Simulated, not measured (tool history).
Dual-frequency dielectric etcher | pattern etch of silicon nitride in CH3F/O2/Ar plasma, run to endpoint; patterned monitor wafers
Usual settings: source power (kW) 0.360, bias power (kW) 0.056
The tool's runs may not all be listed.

| run | hour | source power (kW) | bias power (kW) | wafers since the last listed run | hours since the last wet clean | hours since the last source power generator calibration | hours since the last bias power generator calibration | hours since the last upper electrode change | incoming incoming film thickness, nm | endpoint time (s) |
|---|---|---|---|---|---|---|---|---|---|---|
| 1 | 0.0 | 0.420 | 0.056 | 0 | 233.7 | 2995.2 | 2348.9 | 4142.5 | 55.1 | 79.1 |
| 2 | 12.7 | 0.420 | 0.056 | 134 | 246.4 | 3007.9 | 2361.6 | 4155.2 | 55.0 | 78.6 |
| 3 | 24.4 | 0.360 | 0.056 | 124 | 258.1 | 3019.6 | 2373.3 | 4166.9 | 54.9 | 82.8 |
| 4 | 37.2 | 0.360 | 0.056 | 136 | 270.9 | 3032.4 | 2386.1 | 4179.7 | 54.6 | 81.7 |
| 5 | 51.4 | 0.360 | 0.056 | 150 | 285.1 | 3046.6 | 2400.3 | 4193.9 | 54.8 | 82.9 |
|  | 99.1 | source power generator calibrated |
| 6 | 101.8 | 0.360 | 0.056 | 493 | 335.5 | 2.7 | 2450.7 | 4244.3 | 54.8 | 81.6 |
| 7 | 114.3 | 0.360 | 0.056 | 132 | 348.0 | 15.2 | 2463.2 | 4256.8 | 55.1 | 81.8 |
|  | 122.2 | bias power generator calibrated |
|  | 144.9 | wet clean of the chamber |
| 8 | 145.4 | 0.360 | 0.056 | 45 | 0.5 | 46.3 | 23.2 | 4287.9 | 54.8 | 83.7 |
| 9 | 145.8 | 0.360 | 0.056 | 4 | 0.9 | 46.7 | 23.6 | 4288.3 | 55.0 | 83.9 |
| 10 | 151.3 | 0.360 | 0.056 | 58 | 6.4 | 52.2 | 29.1 | 4293.8 | 55.4 | 85.9 |
| 11 | 157.4 | 0.300 | 0.046 | 64 | 12.5 | 58.3 | 35.2 | 4299.9 | 54.6 | 92.6 |
| 12 | 164.8 | 0.390 | 0.056 | 78 | 19.9 | 65.7 | 42.6 | 4307.3 | 55.6 | 81.5 |
| 13 | 198.5 | 0.440 | 0.056 | 358 | 53.6 | 99.4 | 76.3 | 4341.0 | 55.2 | 78.6 |
|  | 229.9 | upper electrode replaced |
| 14 | 230.4 | 0.290 | 0.056 | 83 | 85.5 | 131.3 | 108.2 | 0.5 | 55.1 | 89.9 |
| 15 | 230.7 | 0.360 | 0.056 | 3 | 85.8 | 131.6 | 108.5 | 0.8 | 54.8 | 82.8 |
| 16 | 233.5 | 0.280 | 0.045 | 29 | 88.6 | 134.4 | 111.3 | 3.6 | 54.8 | 94.8 |
| 17 | 249.4 | 0.360 | 0.056 | 168 | 104.5 | 150.3 | 127.2 | 19.5 | 55.5 | 83.1 |
| 18 | 256.2 | 0.310 | 0.046 | 72 | 111.3 | 157.1 | 134.0 | 26.3 | 54.9 | 90.7 |

Run 19 comes next. What will it give?
| 19 | 266.7 | 0.450 | 0.048 | 111 | 121.8 | 167.6 | 144.5 | 36.8 | 55.3 | ? |

{"run 19": {"endpoint time (s)": 79.6}}
Without the tool's hidden state the same run would have given endpoint time (s) 81.9.

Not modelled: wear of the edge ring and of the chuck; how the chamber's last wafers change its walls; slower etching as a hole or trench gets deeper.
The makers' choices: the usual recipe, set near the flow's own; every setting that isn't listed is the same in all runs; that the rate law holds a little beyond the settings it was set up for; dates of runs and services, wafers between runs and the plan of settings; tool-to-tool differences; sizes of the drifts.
